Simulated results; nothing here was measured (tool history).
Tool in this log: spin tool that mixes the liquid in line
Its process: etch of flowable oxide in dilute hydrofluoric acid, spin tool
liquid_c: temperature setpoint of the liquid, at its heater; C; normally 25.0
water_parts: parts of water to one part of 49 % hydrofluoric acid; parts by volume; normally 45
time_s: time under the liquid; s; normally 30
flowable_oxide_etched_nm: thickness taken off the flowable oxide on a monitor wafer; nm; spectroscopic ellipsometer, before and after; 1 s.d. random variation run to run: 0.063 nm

| run | day | liquid_c | water_parts | time_s | wafers since the last listed run | hours since the thermometer was replaced | hours since the hydrofluoric acid flow meter was replaced | hours since the gauge calibration | read-back film thickness of the flowable oxide reference wafer, read on the same gauge (nm) | flowable_oxide_etched_nm |
|---|---|---|---|---|---|---|---|---|---|---|
| 1 | 0.000 | 25.0 | 45 | 30 | 0 | 808.7 | 1392.4 | 82.6 | 100.02 | 20.81 |
| 2 | 1.450 | 25.0 | 45 | 45 | 504 | 843.5 | 1427.2 | 117.4 | 99.96 | 31.28 |
| 3 | 2.354 | 25.0 | 45 | 30 | 314 | 865.2 | 1448.9 | 139.1 | 100.00 | 20.70 |
| 4 | 3.800 | 25.0 | 45 | 30 | 502 | 899.9 | 1483.6 | 173.8 | 99.99 | 20.82 |
| 5 | 4.650 | 25.0 | 45 | 30 | 295 | 920.3 | 1504.0 | 194.2 | 100.02 | 20.79 |
| 6 | 6.121 | 22.0 | 45 | 30 | 511 | 955.6 | 1539.3 | 229.5 | 100.01 | 18.52 |
| 7 | 7.017 | 22.0 | 45 | 30 | 311 | 977.1 | 1560.8 | 251.0 | 99.94 | 18.49 |
| 8 | 7.833 | 22.0 | 45 | 30 | 283 | 996.7 | 1580.4 | 270.6 | 99.93 | 18.55 |
|  | 8.858 | hydrofluoric acid flow meter replaced |
| 9 | 8.942 | 27.0 | 45 | 30 | 370 | 1023.3 | 2.0 | 297.2 | 100.02 | 22.67 |
| 10 | 9.608 | 27.0 | 45 | 30 | 231 | 1039.3 | 18.0 | 313.2 | 99.99 | 22.79 |
| 11 | 10.571 | 27.0 | 45 | 30 | 334 | 1062.4 | 41.1 | 336.3 | 100.00 | 22.73 |
|  | 10.600 | gauge calibrated |
| 12 | 11.221 | 25.0 | 45 | 30 | 226 | 1078.0 | 56.7 | 14.9 | 100.00 | 21.03 |
| 13 | 11.975 | 25.0 | 45 | 30 | 262 | 1096.1 | 74.8 | 33.0 | 100.00 | 21.17 |
| 14 | 12.875 | 23.0 | 60 | 50 | 312 | 1117.7 | 96.4 | 54.6 | 100.02 | 23.66 |
| 15 | 13.792 | 28.5 | 45 | 30 | 318 | 1139.7 | 118.4 | 76.6 | 100.01 | 24.23 |
| 16 | 15.042 | 25.0 | 45 | 30 | 434 | 1169.7 | 148.4 | 106.6 | 99.98 | 21.16 |
| 17 | 16.008 | 22.5 | 65 | 40 | 336 | 1192.9 | 171.6 | 129.8 | 100.03 | 17.13 |
| 18 | 16.704 | 25.0 | 45 | 30 | 241 | 1209.6 | 188.3 | 146.5 | 100.01 | 21.11 |
|  | 17.096 | thermometer replaced |
| 19 | 17.762 | 25.0 | 45 | 40 | 353 | 16.0 | 213.7 | 171.9 | 100.02 | 26.89 |
| 20 | 18.350 | 28.5 | 45 | 30 | 204 | 30.1 | 227.8 | 186.0 | 100.01 | 23.33 |
| 21 | 18.854 | 30.0 | 55 | 40 | 175 | 42.2 | 239.9 | 198.1 | 100.01 | 26.54 |
| 22 | 20.242 | 25.0 | 60 | 30 | 482 | 75.5 | 273.2 | 231.4 | 99.98 | 14.90 |
| 23 | 21.492 | 27.5 | 40 | 25 | 434 | 105.5 | 303.2 | 261.4 | 100.02 | 21.18 |
| 24 | 22.062 | 22.5 | 60 | 40 | 198 | 119.2 | 316.9 | 275.1 | 100.02 | 17.91 |

Here are 5 independent what-if runs from the current tool condition. What would each one return?
| A | 22.079 | 21.0 | 45 | 30 | 5 | 119.6 | 317.3 | 275.5 | ? | ? |
| B | 22.079 | 29.0 | 65 | 40 | 5 | 119.6 | 317.3 | 275.5 | ? | ? |
| C | 22.079 | 26.5 | 45 | 30 | 5 | 119.6 | 317.3 | 275.5 | ? | ? |
| D | 22.079 | 25.0 | 40 | 30 | 5 | 119.6 | 317.3 | 275.5 | ? | ? |
| E | 22.079 | 27.5 | 35 | 40 | 5 | 119.6 | 317.3 | 275.5 | ? | ? |

| run | read-back film thickness of the flowable oxide reference wafer, read on the same gauge (nm) | flowable_oxide_etched_nm |
|---|---|---|
| A | 100.03 | 17.13 |
| B | 100.03 | 21.29 |
| C | 100.03 | 21.50 |
| D | 100.03 | 22.91 |
| E | 100.03 | 38.94 |
Without the tool's unlogged condition, the same runs would have read:
| run | flowable_oxide_etched_nm |
|---|---|
| A | 16.97 |
| B | 21.11 |
| C | 21.31 |
| D | 22.70 |
| E | 38.59 |
